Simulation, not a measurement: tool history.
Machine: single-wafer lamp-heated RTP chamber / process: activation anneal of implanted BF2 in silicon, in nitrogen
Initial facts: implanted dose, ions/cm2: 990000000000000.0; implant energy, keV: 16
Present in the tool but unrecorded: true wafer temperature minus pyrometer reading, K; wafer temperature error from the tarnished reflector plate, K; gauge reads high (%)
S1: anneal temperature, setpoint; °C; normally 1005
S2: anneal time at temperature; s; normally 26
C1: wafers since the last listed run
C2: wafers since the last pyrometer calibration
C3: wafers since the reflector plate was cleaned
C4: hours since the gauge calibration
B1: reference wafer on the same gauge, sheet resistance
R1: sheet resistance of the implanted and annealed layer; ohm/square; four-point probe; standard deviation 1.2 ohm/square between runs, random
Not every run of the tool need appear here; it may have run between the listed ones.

run   hour    S1  S2   C1    C2     C3     C4      B1      R1
  1      0   989  20    0  2089  12098   48.9  186.63  242.45
  2   10.3   989  20  107  2197  12205   59.2  187.15  241.43
  3   25.3  1005  26  156  2353  12362   74.2  187.14  206.63
  4   40.2  1005  26  155  2509  12517   89.1  186.87  202.63
  5   56.1  1005  26  165  2675  12683    105  186.54  199.95
  6   63.7  1005  26   79  2754  12763  112.6  187.19   203.3
  7   78.6  1005  26  155  2910  12918  127.5  186.91  202.38
  8     91  1005  26  129  3039  13047  139.9  187.08  199.89
  9  100.3  1005  26   97  3136  13145  149.2  186.73  201.69
 10  112.8  1005  26  130  3267  13275  161.7  187.11  200.41
 11  128.3  1005  26  161  3428  13437  177.2  187.06   200.1
 12    136  1005  26   80  3509  13517  184.9  187.11  200.27
 13  148.2  1005  26  127  3636  13645  197.1  187.43  200.56
       158  -- pyrometer window cleaned and pyrometer calibrated
 14  160.4   992  26   43    24  13688  209.3  187.39  235.92
     168.1  -- gauge calibrated
 15  172.2   992  26  123   147  13812    4.1  186.78  234.82
 16  180.6   992  26   87   235  13899   12.5  186.72  237.85
 17  187.1  1005  26   67   303  13967     19     187  211.92
 18  197.5  1034  35  108   412  14076   29.4  187.05  172.92
 19  207.6  1005  26  105   517  14181   39.5  186.95  209.45
 20  223.2   990  32  162   680  14344   55.1  186.86  226.59
     245.1  -- reflector plate cleaned
 21  245.6  1005  26  150   830      5   77.5  186.92  207.82
 22  246.5  1032  26    9   840     14   78.4  186.49  179.47
 23  258.7  1024  16  127   967    142   90.6  187.26  199.87
 24  273.5  1016  12  154  1121    296  105.4  186.93  221.95
 25  282.4  1024  21   92  1214    389  114.3  187.29  188.81
 26  295.6  1005  26  137  1352    527  127.5  187.16  206.89
 27  302.1  1005  26   67  1420    595    134  186.98  206.13
 28  318.4  1005  26  170  1590    765  150.3  186.52  207.25
 29    328   981  26  100  1690    865  159.9  187.07  248.84
 30  341.2  1034  18  137  1828   1003  173.1  186.85  184.32
 31  358.7  1005  35  182  2011   1185  190.6   187.1  193.94
 32  365.8  1005  15   74  2085   1260  197.7  186.93   224.8
 33  373.1  1005  26   76  2161   1336    205  186.74  206.42
 34  380.5  1005  26   77  2238   1413  212.4  187.21  202.82
     390.5  -- gauge calibrated
 35  392.7   976  26  127  2366   1540    2.2  186.84  255.31

Some steps in R1 between neighbouring runs. How much of each would the tool show without its hidden state too (settings, what came in, random variation), and how much is left for the hidden state, with any gauge scatter that isn't in both results?
Run 13 -> 14: S1 1005 -> 992, pyrometer window cleaned and pyrometer calibrated. R1 +35.36 ohm/square: hidden state +12.52, all else +22.84.
Run 28 -> 29: S1 1005 -> 981. R1 +41.59 ohm/square: hidden state -2.71, all else +44.3.
Run 29 -> 30: S1 981 -> 1034, S2 26 -> 18. R1 -64.52 ohm/square: hidden state +5.06, all else -69.58.
Run 34 -> 35: S1 1005 -> 976, gauge calibrated. R1 +52.49 ohm/square: hidden state -4.19, all else +56.68.
